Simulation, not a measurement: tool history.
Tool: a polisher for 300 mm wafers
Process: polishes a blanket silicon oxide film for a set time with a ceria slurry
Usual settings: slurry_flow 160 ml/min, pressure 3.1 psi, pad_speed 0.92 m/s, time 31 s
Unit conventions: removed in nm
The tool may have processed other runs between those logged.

run    hour  slurry_flow  pressure  pad_speed  time  incoming thickness of the incoming film, nm  removed
  1       0          160       3.1       1.04    31                                       1314.8    113.9
  2    43.4          160       3.1       1.04    31                                       1318.6    113.5
       83.4  -- worn pad replaced by a new one
  3   137.3          160       3.1       1.04    31                                       1321.4    115.2
      139.6  -- slurry nozzle cleaned
  4   213.2          135       3.1       0.92    31                                       1318.6     97.9
  5     276          135       3.1       0.92    31                                       1329.8     98.8
      320.6  -- worn pad replaced by a new one
  6   321.1          135       3.1       0.92    31                                       1306.6     99.1
      405.2  -- head pressure recalibrated
  7   451.4          160       3.5       0.92    31                                         1317    111.6
      478.1  -- slurry nozzle cleaned
  8   495.8          160       3.5       0.92    31                                       1317.2    110.2
      524.2  -- worn pad replaced by a new one
  9   596.8          160       2.8       0.92    31                                       1286.7     92.3
 10   680.4          160       2.7       0.92    31                                       1317.7     89.8
 11   725.6          115       3.1       0.92    31                                       1322.4     94.3
 12   773.7          160       3.1       1.04    41                                       1310.5    151.2
      785.7  -- worn pad replaced by a new one
      852.3  -- slurry nozzle cleaned
 13   854.7          160       2.8       0.92    31                                       1318.5     92.4
 14   937.5          160       3.1       0.92    31                                       1313.4    100.8
      991.4  -- worn pad replaced by a new one
 15  1029.9          205       3.6        1.2    42                                         1299    213.6
 16  1080.6          125       3.1       1.04    31                                       1283.8    110.4
 17  1156.2          115       3.5       0.74    25                                       1280.7     69.6

Here are 3 independent what-if runs from the current tool condition. What would each one return?
  A  1156.6          160       3.1       0.92    31                                       1296.2        ?
  B  1156.6          200       3.1       0.92    31                                       1296.2        ?
  C  1156.6          160         2       0.92    23                                       1296.2        ?

run  removed
  A    102.2
  B    105.6
  C     52.7
What these runs would have given with no unlogged condition in the tool:
run  removed
  A     99.6
  B    102.9
  C     51.3
